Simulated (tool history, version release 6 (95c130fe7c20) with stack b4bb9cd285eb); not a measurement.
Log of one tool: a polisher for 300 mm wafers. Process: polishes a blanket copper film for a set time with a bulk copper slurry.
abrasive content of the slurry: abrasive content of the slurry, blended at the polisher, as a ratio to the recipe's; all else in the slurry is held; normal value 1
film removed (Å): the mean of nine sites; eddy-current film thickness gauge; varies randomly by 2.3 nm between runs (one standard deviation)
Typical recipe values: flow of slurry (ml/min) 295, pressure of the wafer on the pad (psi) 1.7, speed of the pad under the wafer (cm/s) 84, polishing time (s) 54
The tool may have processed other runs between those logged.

| run | hour | flow of slurry (ml/min) | pressure of the wafer on the pad (psi) | speed of the pad under the wafer (cm/s) | abrasive content of the slurry | polishing time (s) | wafers since the last listed run | wafers polished on this pad | hours since the slurry nozzle was cleaned | hours since the head pressure was calibrated | hours since the slurry blender was calibrated | incoming thickness of the incoming film, nm | film removed (Å) |
|---|---|---|---|---|---|---|---|---|---|---|---|---|---|
| 1 | 0 | 295 | 1.9 | 84 | 1 | 54 | 0 | 352 | 472.3 | 69.3 | 216.9 | 4005.3 | 2366 |
| 2 | 14.9 | 295 | 1.9 | 84 | 1 | 54 | 138 | 490 | 487.2 | 84.2 | 231.8 | 4025.1 | 2400 |
| 3 | 32 | 295 | 1.7 | 84 | 1 | 54 | 158 | 648 | 504.3 | 101.3 | 248.9 | 4044.6 | 2226 |
| 4 | 63.7 | 295 | 1.7 | 84 | 1 | 54 | 293 | 942 | 536 | 133 | 280.6 | 4031.6 | 2193 |
| 5 | 88.1 | 295 | 1.7 | 84 | 1 | 54 | 226 | 1168 | 560.4 | 157.4 | 305 | 4004 | 2218 |
|  | 93.8 | slurry blender recalibrated |
| 6 | 108.3 | 295 | 1.3 | 84 | 1 | 54 | 168 | 1337 | 580.6 | 177.6 | 14.5 | 4062.3 | 1776 |
| 7 | 137.3 | 295 | 1.7 | 84 | 1 | 54 | 268 | 1605 | 609.6 | 206.6 | 43.5 | 4028.4 | 2261 |
| 8 | 160.5 | 295 | 1.7 | 84 | 1 | 54 | 214 | 1820 | 632.8 | 229.8 | 66.7 | 3997.3 | 2303 |
|  | 171.5 | worn pad replaced by a new one |
| 9 | 175.1 | 295 | 1.7 | 84 | 1 | 54 | 98 | 33 | 647.4 | 244.4 | 81.3 | 4008.9 | 2269 |
| 10 | 254.4 | 295 | 1.7 | 84 | 1 | 54 | 734 | 768 | 726.7 | 323.7 | 160.6 | 4066.8 | 2268 |
| 11 | 286.2 | 295 | 1.7 | 74 | 1 | 54 | 294 | 1062 | 758.5 | 355.5 | 192.4 | 4088.4 | 2147 |
| 12 | 303.4 | 295 | 1.7 | 74 | 1 | 54 | 159 | 1222 | 775.7 | 372.7 | 209.6 | 4026.5 | 2167 |
| 13 | 319.8 | 295 | 1.7 | 84 | 1 | 54 | 151 | 1374 | 792.1 | 389.1 | 226 | 4041.6 | 2316 |
|  | 332.4 | slurry nozzle cleaned |
| 14 | 353.8 | 295 | 1.7 | 84 | 1 | 54 | 305 | 1679 | 21.4 | 423.1 | 260 | 4012.8 | 2292 |
|  | 376.8 | slurry blender recalibrated |
|  | 386.9 | worn pad replaced by a new one |
|  | 428.2 | head pressure recalibrated |
| 15 | 460.8 | 195 | 1.5 | 84 | 1 | 44 | 917 | 666 | 128.4 | 32.6 | 84 | 3980 | 1528 |
| 16 | 491.6 | 295 | 1.4 | 84 | 1 | 54 | 285 | 951 | 159.2 | 63.4 | 114.8 | 4062.8 | 1857 |
| 17 | 523.5 | 330 | 1.7 | 84 | 0.85 | 54 | 295 | 1247 | 191.1 | 95.3 | 146.7 | 4033.2 | 2099 |
| 18 | 547 | 295 | 1.7 | 84 | 1 | 54 | 217 | 1465 | 214.6 | 118.8 | 170.2 | 4033.9 | 2179 |
|  | 566.6 | worn pad replaced by a new one |
| 19 | 568.3 | 380 | 1.7 | 56 | 1 | 46 | 160 | 16 | 235.9 | 140.1 | 191.5 | 4053.7 | 1556 |
| 20 | 582.9 | 295 | 1.7 | 70 | 1 | 36 | 135 | 151 | 250.5 | 154.7 | 206.1 | 4002.9 | 1350 |
| 21 | 608.7 | 245 | 1.7 | 84 | 1.15 | 72 | 239 | 390 | 276.3 | 180.5 | 231.9 | 4044.5 | 3013 |

Expected results for the next run?
| 22 | 635.8 | 295 | 1.2 | 84 | 1 | 38 | 251 | 641 | 303.4 | 207.6 | 259 | 4036.6 | ? |

Run 22 yielded film removed (Å) 1187.
Minus the tool's unlogged condition, the same run would have read film removed (Å) 1142.
